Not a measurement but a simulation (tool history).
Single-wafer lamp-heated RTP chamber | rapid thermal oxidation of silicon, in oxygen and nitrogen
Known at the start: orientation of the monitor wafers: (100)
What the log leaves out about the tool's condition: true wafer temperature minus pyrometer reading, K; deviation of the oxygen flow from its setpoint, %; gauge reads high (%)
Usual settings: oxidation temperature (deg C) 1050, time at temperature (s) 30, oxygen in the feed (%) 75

| run | hour | oxidation temperature (deg C) | time at temperature (s) | oxygen in the feed (%) | wafers since the last listed run | wafers since the last pyrometer calibration | hours since the oxygen flow controller was replaced | hours since the gauge calibration | read-back reference wafer on the same gauge, thickness | oxide thickness on the monitor wafer (angstrom) |
|---|---|---|---|---|---|---|---|---|---|---|
| 1 | 0 | 1050 | 30 | 75 | 0 | 2471 | 6355.9 | 502.5 | 6.919 | 61.34 |
| 2 | 46.9 | 1050 | 30 | 75 | 440 | 2911 | 6402.8 | 549.4 | 6.915 | 61.11 |
| 3 | 111.2 | 1050 | 30 | 75 | 603 | 3515 | 6467.1 | 613.7 | 6.922 | 61.82 |
| 4 | 146.2 | 1050 | 30 | 75 | 328 | 3843 | 6502.1 | 648.7 | 6.921 | 61.52 |
| 5 | 191.3 | 1050 | 30 | 75 | 423 | 4266 | 6547.2 | 693.8 | 6.925 | 62.04 |
| 6 | 219.7 | 1050 | 30 | 75 | 266 | 4533 | 6575.6 | 722.2 | 6.924 | 62.18 |
| 7 | 287 | 1050 | 30 | 75 | 631 | 5164 | 6642.9 | 789.5 | 6.918 | 62.29 |
|  | 310.5 | pyrometer window cleaned and pyrometer calibrated |
| 8 | 349.1 | 1050 | 30 | 75 | 507 | 361 | 6705 | 851.6 | 6.922 | 64.81 |
| 9 | 406.7 | 1050 | 30 | 75 | 540 | 902 | 6762.6 | 909.2 | 6.915 | 64.68 |
|  | 468.5 | pyrometer window cleaned and pyrometer calibrated, repeated, since the last time left the tool worse |
|  | 538.4 | oxygen flow controller replaced |
| 10 | 544.8 | 1050 | 30 | 75 | 1145 | 641 | 6.4 | 1047.3 | 6.919 | 60.37 |
| 11 | 606.4 | 1050 | 30 | 75 | 578 | 1219 | 68 | 1108.9 | 6.92 | 60.72 |
| 12 | 662.3 | 1074 | 30 | 88 | 524 | 1743 | 123.9 | 1164.8 | 6.914 | 76.03 |
|  | 675.9 | gauge calibrated |
| 13 | 715.4 | 1050 | 30 | 75 | 498 | 2242 | 177 | 39.5 | 6.921 | 60.98 |
| 14 | 759.4 | 1062 | 40 | 75 | 412 | 2655 | 221 | 83.5 | 6.919 | 74.56 |
| 15 | 820.4 | 1050 | 30 | 75 | 572 | 3227 | 282 | 144.5 | 6.925 | 61.48 |
| 16 | 879.5 | 1050 | 19 | 98 | 554 | 3782 | 341.1 | 203.6 | 6.927 | 56.15 |
| 17 | 925.8 | 1075 | 35 | 98 | 434 | 4216 | 387.4 | 249.9 | 6.92 | 85.99 |
| 18 | 986.3 | 1062 | 30 | 75 | 567 | 4784 | 447.9 | 310.4 | 6.923 | 66.94 |
| 19 | 1016.5 | 1020 | 30 | 75 | 283 | 5068 | 478.1 | 340.6 | 6.925 | 50.78 |
|  | 1068.7 | pyrometer window cleaned and pyrometer calibrated |
| 20 | 1075.3 | 1050 | 19 | 75 | 476 | 62 | 536.9 | 399.4 | 6.917 | 49.78 |
| 21 | 1145.3 | 1050 | 23 | 75 | 656 | 719 | 606.9 | 469.4 | 6.916 | 53.93 |
| 22 | 1216.2 | 1074 | 30 | 88 | 665 | 1384 | 677.8 | 540.3 | 6.922 | 75.13 |

Predict each of these 5 candidate next runs independently; none follows another, all start after run 22:
| A | 1216.6 | 1050 | 30 | 75 | 3 | 1388 | 678.2 | 540.7 | ? | ? |
| B | 1216.6 | 1050 | 40 | 75 | 3 | 1388 | 678.2 | 540.7 | ? | ? |
| C | 1216.6 | 1080 | 30 | 75 | 3 | 1388 | 678.2 | 540.7 | ? | ? |
| D | 1216.6 | 1064 | 30 | 98 | 3 | 1388 | 678.2 | 540.7 | ? | ? |
| E | 1216.6 | 1073 | 30 | 95 | 3 | 1388 | 678.2 | 540.7 | ? | ? |

| run | read-back reference wafer on the same gauge, thickness | oxide thickness on the monitor wafer (angstrom) |
|---|---|---|
| A | 6.916 | 60.5 |
| B | 6.916 | 68.43 |
| C | 6.916 | 73.79 |
| D | 6.916 | 73 |
| E | 6.916 | 76.63 |
Had the tool no hidden state, the same runs would have come out as:
| run | oxide thickness on the monitor wafer (angstrom) |
|---|---|
| A | 59.78 |
| B | 67.61 |
| C | 72.95 |
| D | 72.15 |
| E | 75.75 |

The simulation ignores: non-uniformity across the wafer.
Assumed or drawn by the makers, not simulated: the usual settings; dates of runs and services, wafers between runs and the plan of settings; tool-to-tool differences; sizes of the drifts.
